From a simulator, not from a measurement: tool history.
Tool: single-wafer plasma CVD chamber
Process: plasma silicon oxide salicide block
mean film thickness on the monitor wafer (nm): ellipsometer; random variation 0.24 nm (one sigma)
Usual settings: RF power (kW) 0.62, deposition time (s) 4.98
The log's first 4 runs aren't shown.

| run | hour | RF power (kW) | deposition time (s) | wafers since the last listed run | hours since the last RF generator calibration | hours since the showerhead was replaced | hours since the gauge calibration | read-back reference wafer on the same gauge, thickness_nm | mean film thickness on the monitor wafer (nm) |
|---|---|---|---|---|---|---|---|---|---|
| 5 | 150 | 0.62 | 4.98 | 1024 | 425.5 | 5935 | 228.5 | 53.637 | 50.906 |
| 6 | 195.9 | 0.62 | 4.26 | 1643 | 471.4 | 5980.9 | 274.4 | 53.684 | 43.256 |
| 7 | 243.9 | 0.62 | 4.98 | 1718 | 519.4 | 6028.9 | 322.4 | 53.736 | 50.751 |
| 8 | 275.6 | 0.62 | 4.98 | 1135 | 551.1 | 6060.6 | 354.1 | 53.713 | 50.74 |
| 9 | 322.4 | 0.62 | 4.98 | 1675 | 597.9 | 6107.4 | 400.9 | 53.698 | 50.5 |
| 10 | 365.4 | 0.62 | 4.98 | 1539 | 640.9 | 6150.4 | 443.9 | 53.808 | 50.902 |
| 11 | 425.2 | 0.62 | 4.98 | 2141 | 700.7 | 6210.2 | 503.7 | 53.72 | 50.47 |
| 12 | 492.7 | 0.62 | 4.98 | 2417 | 768.2 | 6277.7 | 571.2 | 53.767 | 50.043 |
| 13 | 556.5 | 0.62 | 4.98 | 2284 | 832 | 6341.5 | 635 | 53.723 | 50.836 |
| 14 | 611 | 0.62 | 4.98 | 1951 | 886.5 | 6396 | 689.5 | 53.756 | 50.18 |
| 15 | 669.8 | 0.62 | 4.98 | 2105 | 945.3 | 6454.8 | 748.3 | 53.692 | 50.59 |
|  | 700.3 | showerhead replaced |
| 16 | 729.5 | 0.62 | 4.98 | 1851 | 1005 | 29.2 | 808 | 53.655 | 49.906 |
|  | 755.9 | RF generator calibrated |
| 17 | 757.6 | 0.62 | 4.98 | 719 | 1.7 | 57.3 | 836.1 | 53.66 | 50.914 |
| 18 | 800.5 | 0.62 | 4.98 | 1536 | 44.6 | 100.2 | 879 | 53.684 | 51.49 |
| 19 | 850.3 | 0.62 | 4.98 | 1783 | 94.4 | 150 | 928.8 | 53.686 | 51.509 |
| 20 | 878.5 | 0.62 | 4.98 | 1009 | 122.6 | 178.2 | 957 | 53.691 | 50.798 |

Run 21 comes next. What will it give?
| 21 | 934.8 | 0.62 | 4.98 | 2016 | 178.9 | 234.5 | 1013.3 | ? | ? |

{"run 21": {"read-back reference wafer on the same gauge, thickness_nm": 53.747, "mean film thickness on the monitor wafer (nm)": 51.092}}
Without the tool's hidden state the same run would have given mean film thickness on the monitor wafer (nm) 51.185.
